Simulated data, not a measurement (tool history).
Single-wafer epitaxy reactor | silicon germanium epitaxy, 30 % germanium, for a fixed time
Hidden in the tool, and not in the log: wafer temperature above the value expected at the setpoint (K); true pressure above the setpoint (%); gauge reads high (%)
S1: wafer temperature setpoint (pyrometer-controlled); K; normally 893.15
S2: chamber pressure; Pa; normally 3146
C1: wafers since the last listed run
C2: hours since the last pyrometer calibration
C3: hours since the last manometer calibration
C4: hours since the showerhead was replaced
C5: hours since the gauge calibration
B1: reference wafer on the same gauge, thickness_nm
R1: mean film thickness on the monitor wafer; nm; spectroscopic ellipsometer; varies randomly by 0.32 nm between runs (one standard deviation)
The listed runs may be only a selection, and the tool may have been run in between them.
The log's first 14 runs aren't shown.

run,hour,S1,S2,C1,C2,C3,C4,C5,B1,R1
15,976.2,893.15,3146,1182,131.6,141.4,7129.9,583.7,92.750,94.329
16,1034.7,904.15,2893,993,190.1,199.9,7188.4,642.2,92.618,114.075
# hour 1043.8: showerhead replaced
17,1113.1,883.15,2893,1196,268.5,278.3,69.3,720.6,92.763,75.388
18,1154.3,893.15,3146,700,309.7,319.5,110.5,761.8,92.625,95.973
19,1250.5,893.15,3146,1634,405.9,415.7,206.7,858.0,92.761,96.240
20,1350.5,885.15,2933,1699,505.9,515.7,306.7,958.0,92.627,79.198
# hour 1373.1: gauge calibrated
21,1450.7,886.15,3893,1702,606.1,615.9,406.9,77.6,92.552,91.121
22,1491.1,898.15,3640,686,646.5,656.3,447.3,118.0,92.705,113.780
23,1532.9,899.15,2653,710,688.3,698.1,489.1,159.8,92.678,101.437
24,1611.9,893.15,3146,1342,767.3,777.1,568.1,238.8,92.632,97.205
25,1703.5,901.15,3480,1556,858.9,868.7,659.7,330.4,92.711,118.478
26,1754.8,904.15,2746,871,910.2,920.0,711.0,381.7,92.765,113.892
27,1858.6,893.15,3146,1763,1014.0,1023.8,814.8,485.5,92.848,97.787
28,1958.5,904.15,2493,1697,1113.9,1123.7,914.7,585.4,92.600,110.099
# hour 1992.4: capacitance manometer re-zeroed and calibrated
29,2026.6,908.15,2920,1021,1182.0,34.2,982.8,653.5,92.683,124.559
30,2077.0,893.15,3146,856,1232.4,84.6,1033.2,703.9,92.757,95.794
31,2138.3,893.15,2653,1041,1293.7,145.9,1094.5,765.2,92.678,89.558

3 options for the next run, each taken on its own from the tool as it stands now. Forecast them:
A,2138.7,893.15,3146,6,1294.1,146.3,1094.9,765.6,?,?
B,2138.7,906.15,3560,6,1294.1,146.3,1094.9,765.6,?,?
C,2138.7,893.15,3373,6,1294.1,146.3,1094.9,765.6,?,?

run,B1,R1
A,92.583,95.618
B,92.583,129.639
C,92.583,98.401
Had the tool no hidden state, the same runs would have come out as:
run,R1
A,92.924
B,126.109
C,95.629
